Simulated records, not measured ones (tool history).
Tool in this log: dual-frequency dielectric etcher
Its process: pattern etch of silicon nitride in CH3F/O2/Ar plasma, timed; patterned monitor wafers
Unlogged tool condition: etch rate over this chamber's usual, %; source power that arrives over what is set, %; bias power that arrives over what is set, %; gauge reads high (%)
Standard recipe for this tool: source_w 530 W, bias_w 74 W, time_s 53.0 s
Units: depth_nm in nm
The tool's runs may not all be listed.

run,hour,source_w,bias_w,time_s,wafers since the last listed run,hours since the last wet clean,hours since the last source power generator calibration,hours since the last bias power generator calibration,hours since the last upper electrode change,hours since the gauge calibration,"read-back reference wafer on the same gauge, depth_nm",depth_nm
1,0.0,530,74,53.0,0,110.3,3408.8,2002.8,4478.1,214.0,36.34,40.81
2,43.3,530,74,53.0,633,153.6,3452.1,2046.1,4521.4,257.3,36.30,41.24
3,81.0,530,74,53.0,551,191.3,3489.8,2083.8,4559.1,295.0,36.30,41.31
4,127.6,530,74,53.0,681,237.9,3536.4,2130.4,4605.7,341.6,36.27,41.43
5,186.8,530,74,53.0,865,297.1,3595.6,2189.6,4664.9,400.8,36.37,41.56
# hour 224.1: upper electrode replaced
6,254.2,530,74,53.0,634,364.5,3663.0,2257.0,30.1,468.2,36.31,41.84
7,295.1,530,74,53.0,598,405.4,3703.9,2297.9,71.0,509.1,36.29,42.21
# hour 312.8: gauge calibrated
# hour 326.5: wet clean of the chamber
8,360.5,420,74,53.0,605,34.0,3769.3,2363.3,136.4,47.7,36.33,37.38
9,393.1,530,74,41.5,476,66.6,3801.9,2395.9,169.0,80.3,36.26,31.52
10,417.8,600,63,67.5,361,91.3,3826.6,2420.6,193.7,105.0,36.33,50.67
# hour 429.3: source power generator calibrated
11,443.6,500,92,60.5,318,117.1,14.3,2446.4,219.5,130.8,36.35,49.58
# hour 452.4: bias power generator calibrated
12,498.7,530,74,53.0,747,172.2,69.4,46.3,274.6,185.9,36.33,40.54
13,541.5,530,74,53.0,625,215.0,112.2,89.1,317.4,228.7,36.33,40.79
14,577.1,530,74,42.0,520,250.6,147.8,124.7,353.0,264.3,36.34,32.68
15,612.6,530,83,67.5,519,286.1,183.3,160.2,388.5,299.8,36.32,54.88

Here are 3 independent what-if runs from the current tool condition. What would each one return?
A,613.0,440,74,53.0,5,286.5,183.7,160.6,388.9,300.2,?,?
B,613.0,480,62,43.5,5,286.5,183.7,160.6,388.9,300.2,?,?
C,613.0,460,85,46.5,5,286.5,183.7,160.6,388.9,300.2,?,?

run,"read-back reference wafer on the same gauge, depth_nm",depth_nm
A,36.31,38.93
B,36.31,30.80
C,36.31,36.52
With no hidden state in the tool, these same runs would have given:
run,depth_nm
A,38.18
B,30.20
C,35.82
